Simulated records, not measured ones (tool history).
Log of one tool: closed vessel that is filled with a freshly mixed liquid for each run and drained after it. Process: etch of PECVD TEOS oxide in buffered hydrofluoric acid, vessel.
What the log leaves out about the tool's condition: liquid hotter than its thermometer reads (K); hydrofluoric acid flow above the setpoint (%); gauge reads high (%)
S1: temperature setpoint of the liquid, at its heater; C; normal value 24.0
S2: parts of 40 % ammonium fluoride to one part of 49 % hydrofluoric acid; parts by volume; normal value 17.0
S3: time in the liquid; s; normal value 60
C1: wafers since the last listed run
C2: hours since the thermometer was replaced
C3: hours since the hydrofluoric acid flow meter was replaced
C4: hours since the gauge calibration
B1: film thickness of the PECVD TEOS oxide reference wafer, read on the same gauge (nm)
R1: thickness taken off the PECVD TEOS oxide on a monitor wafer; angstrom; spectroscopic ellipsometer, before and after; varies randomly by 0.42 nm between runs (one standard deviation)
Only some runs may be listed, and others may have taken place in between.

Run 1, hour 0.0: usual settings but S2 14.5 parts by volume; C1 0; C2 2021.7; C3 443.2; C4 672.6; B1 99.99. Result: R1 1446.2 angstrom.
Run 2, hour 38.3: usual settings but S2 14.5 parts by volume; C1 4343; C2 2060.0; C3 481.5; C4 710.9; B1 100.02. Result: R1 1447.1 angstrom.
Run 3, hour 90.2: usual settings; C1 5886; C2 2111.9; C3 533.4; C4 762.8; B1 100.00. Result: R1 1253.5 angstrom.
Run 4, hour 149.7: usual settings; C1 6748; C2 2171.4; C3 592.9; C4 822.3; B1 99.99. Result: R1 1250.8 angstrom.
Run 5, hour 211.6: usual settings; C1 7020; C2 2233.3; C3 654.8; C4 884.2; B1 99.99. Result: R1 1242.6 angstrom.
Run 6, hour 315.2: usual settings but S3 85 s; C1 11749; C2 2336.9; C3 758.4; C4 987.8; B1 99.97. Result: R1 1779.1 angstrom.
Run 7, hour 374.9: usual settings but S3 85 s; C1 6770; C2 2396.6; C3 818.1; C4 1047.5; B1 100.00. Result: R1 1772.9 angstrom.
Run 8, hour 460.6: usual settings but S3 85 s; C1 9719; C2 2482.3; C3 903.8; C4 1133.2; B1 100.01. Result: R1 1782.7 angstrom.
At hour 474.5: gauge calibrated.
Run 9, hour 505.3: usual settings; C1 5069; C2 2527.0; C3 948.5; C4 30.8; B1 99.99. Result: R1 1258.2 angstrom.
At hour 553.8: thermometer replaced.
Run 10, hour 612.9: usual settings but S3 75 s; C1 12089; C2 59.1; C3 1056.1; C4 138.4; B1 100.01. Result: R1 1572.6 angstrom.
Run 11, hour 708.4: usual settings but S3 85 s; C1 10831; C2 154.6; C3 1151.6; C4 233.9; B1 100.00. Result: R1 1795.3 angstrom.
Run 12, hour 755.2: usual settings but S1 27.5 C, S3 35 s; C1 5307; C2 201.4; C3 1198.4; C4 280.7; B1 100.02. Result: R1 898.0 angstrom.
Run 13, hour 807.8: usual settings; C1 5965; C2 254.0; C3 1251.0; C4 333.3; B1 99.98. Result: R1 1266.4 angstrom.
At hour 888.0: hydrofluoric acid flow meter replaced.
Run 14, hour 905.3: usual settings but S1 29.0 C, S2 20.0 parts by volume, S3 35 s; C1 10944; C2 351.5; C3 17.3; C4 430.8; B1 100.01. Result: R1 796.4 angstrom.
Run 15, hour 968.3: usual settings but S1 28.0 C, S2 22.0 parts by volume, S3 35 s; C1 7145; C2 414.5; C3 80.3; C4 493.8; B1 99.99. Result: R1 709.2 angstrom.
Run 16, hour 1053.0: usual settings but S3 70 s; C1 9606; C2 499.2; C3 165.0; C4 578.5; B1 99.99. Result: R1 1435.0 angstrom.
Run 17, hour 1101.0: usual settings but S1 27.0 C, S2 11.5 parts by volume; C1 5443; C2 547.2; C3 213.0; C4 626.5; B1 100.03. Result: R1 2127.5 angstrom.
Run 18, hour 1172.4: usual settings but S2 23.0 parts by volume; C1 8097; C2 618.6; C3 284.4; C4 697.9; B1 100.02. Result: R1 956.0 angstrom.
Run 19, hour 1261.5: usual settings but S1 26.5 C, S2 20.0 parts by volume, S3 70 s; C1 10105; C2 707.7; C3 373.5; C4 787.0; B1 100.02. Result: R1 1410.6 angstrom.
Run 20, hour 1328.1: usual settings; C1 7553; C2 774.3; C3 440.1; C4 853.6; B1 100.00. Result: R1 1241.6 angstrom.

Forecast each of these 3 alternatives for the next run:
Run A, hour 1328.8: usual settings but S2 12.0 parts by volume; C1 79; C2 775.0; C3 440.8; C4 854.3; B1 ?. Result: R1 ?.
Run B, hour 1328.8: usual settings but S3 45 s; C1 79; C2 775.0; C3 440.8; C4 854.3; B1 ?. Result: R1 ?.
Run C, hour 1328.8: usual settings but S1 20.5 C; C1 79; C2 775.0; C3 440.8; C4 854.3; B1 ?. Result: R1 ?.

run     B1      R1
  A  99.99  1740.5
  B  99.99   927.6
  C  99.99  1019.2
The same runs, with their run-to-run variation unchanged, on a tool lacking any hidden condition would have given:
run      R1
  A  1711.6
  B   912.0
  C  1002.1
